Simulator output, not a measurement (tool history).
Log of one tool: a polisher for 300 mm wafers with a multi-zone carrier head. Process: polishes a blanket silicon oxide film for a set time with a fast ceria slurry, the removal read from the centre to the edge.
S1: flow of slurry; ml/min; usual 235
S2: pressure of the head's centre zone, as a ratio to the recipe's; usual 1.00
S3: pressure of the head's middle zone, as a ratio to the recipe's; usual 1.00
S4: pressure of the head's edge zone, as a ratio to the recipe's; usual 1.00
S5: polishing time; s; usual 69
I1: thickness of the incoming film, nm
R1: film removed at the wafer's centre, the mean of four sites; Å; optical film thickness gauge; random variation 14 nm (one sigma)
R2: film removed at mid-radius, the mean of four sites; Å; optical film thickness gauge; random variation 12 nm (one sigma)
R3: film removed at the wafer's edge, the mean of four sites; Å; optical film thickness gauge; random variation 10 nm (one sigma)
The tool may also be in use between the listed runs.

run   hour   S1    S2    S3    S4  S5      I1     R1     R2     R3
  1    0.0  235  1.00  1.00  1.00  69  2676.9  10829  10229  10706
  2    8.1  235  1.00  1.00  1.00  62  2689.8   9622   9392   9663
  3   25.9  235  1.00  1.00  1.00  62  2699.0   9707   9094   9698
  4   35.3  235  1.00  1.00  1.00  62  2725.8   9593   9292   9695
  5   47.9  235  1.00  1.00  1.00  69  2664.4  10616  10651  10807
  6   57.9  235  1.00  1.00  1.00  69  2658.9  10783  10282  10491
  7   72.0  235  1.00  1.00  1.00  69  2731.0  10830  10217  10842
  8   78.9  235  1.00  1.00  1.00  69  2710.3  10766   9971  10455
  9   93.3  235  1.00  1.00  1.00  69  2668.3  10707  10285  10714
 10  110.6  235  1.00  1.00  1.00  69  2708.4  10469  10234  10290
     113.7  -- centre zone pressure recalibrated
     120.2  -- worn pad replaced by a new one
 11  120.7  235  1.00  1.00  1.11  60  2649.7   9359   9002   9563
 12  136.1  235  1.00  1.00  1.00  69  2727.9  10869  10670  10817
 13  184.1  190  1.00  1.07  0.91  79  2666.7  11930  12344  11831
 14  199.3  235  1.00  1.00  0.96  69  2703.1  10825  10016  10499
 15  216.8  235  1.00  1.00  1.00  62  2673.5   9411   9208   9453
     223.1  -- slurry nozzle cleaned
 16  231.2  235  1.00  1.00  1.00  69  2687.1  10459  10011  10502
     236.5  -- carrier head's membrane replaced by a new one
     247.7  -- edge zone pressure recalibrated
 17  248.2  235  1.00  1.00  1.00  69  2756.9  10656   9828  10345
 18  260.2  160  1.00  0.96  0.93  45  2697.3   6527   6060   6270
 19  272.3  235  0.95  1.08  0.96  69  2738.3   9649  10403   9942
     284.7  -- worn pad replaced by a new one
 20  286.4  235  1.00  1.00  1.00  69  2715.3  10688  10733  10843
 21  301.7  235  1.00  1.00  1.10  75  2678.6  11949  11320  11872
 22  314.6  235  0.95  1.07  0.95  57  2750.8   8575   9096   8739

The tool's hidden state at each run:
slurry flow missing at the pad, %: 0 in every run
deviation of the centre zone's pressure from its setpoint, %: 0 in every run
deviation of the edge zone's pressure from its setpoint, %: 0 in every run
H1: removal rate lost through wear of the pad, %
run      H1
  1  0.0758
  2   0.121
  3   0.329
  4   0.498
  5    0.79
  6    1.07
  7    1.56
  8    1.83
  9    2.46
 10    3.35
 11   0.352
 12   0.411
 13    1.31
 14    1.82
 15    2.53
 16    3.23
 17    4.18
 18    4.94
 19    5.76
 20   0.258
 21   0.325
 22   0.466
